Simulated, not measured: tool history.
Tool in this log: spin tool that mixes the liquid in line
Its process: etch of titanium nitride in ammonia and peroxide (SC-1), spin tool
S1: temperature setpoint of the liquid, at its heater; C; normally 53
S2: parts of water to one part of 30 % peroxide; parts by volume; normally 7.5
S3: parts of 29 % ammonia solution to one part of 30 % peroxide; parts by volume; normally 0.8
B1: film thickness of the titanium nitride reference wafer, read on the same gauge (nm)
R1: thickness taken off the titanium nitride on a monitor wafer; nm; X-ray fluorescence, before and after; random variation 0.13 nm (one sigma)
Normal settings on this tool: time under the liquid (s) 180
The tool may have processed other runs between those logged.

Run 1, hour 0: usual settings; B1 70.01. Result: R1 23.16 nm.
Run 2, hour 59.1: usual settings; B1 69.99. Result: R1 23.41 nm.
Run 3, hour 124.8: usual settings; B1 70.06. Result: R1 23.32 nm.
At hour 147.8: gauge calibrated.
At hour 154.1: new drum of ammonia solution connected.
Run 4, hour 190.7: usual settings but S2 8.5 parts by volume; B1 69.99. Result: R1 22.17 nm.
Run 5, hour 255.7: usual settings but time under the liquid (s) 95; B1 70. Result: R1 12.26 nm.
Run 6, hour 440: usual settings but time under the liquid (s) 95; B1 69.98. Result: R1 12.29 nm.
Run 7, hour 530.1: usual settings but time under the liquid (s) 95; B1 69.97. Result: R1 12.31 nm.
Run 8, hour 605.7: usual settings; B1 69.99. Result: R1 23.19 nm.
Run 9, hour 644.4: usual settings; B1 70.07. Result: R1 23.32 nm.
At hour 667.5: new drum of ammonia solution connected.
At hour 742.5: ammonia flow meter replaced.
Run 10, hour 748: usual settings but S1 50.5 C, S2 5 parts by volume, S3 1.05 parts by volume, time under the liquid (s) 150; B1 70.01. Result: R1 20.41 nm.

Run 11 is up next; what results do you expect?
Run 11, hour 794.3: usual settings but S1 56.5 C, S3 1.1 parts by volume; B1 ?. Result: R1 ?.

B1: 70
R1: 30.9 nm
Take away the tool's hidden state, keep the run-to-run variation as it was, and the same run would have given R1 30.9 nm.
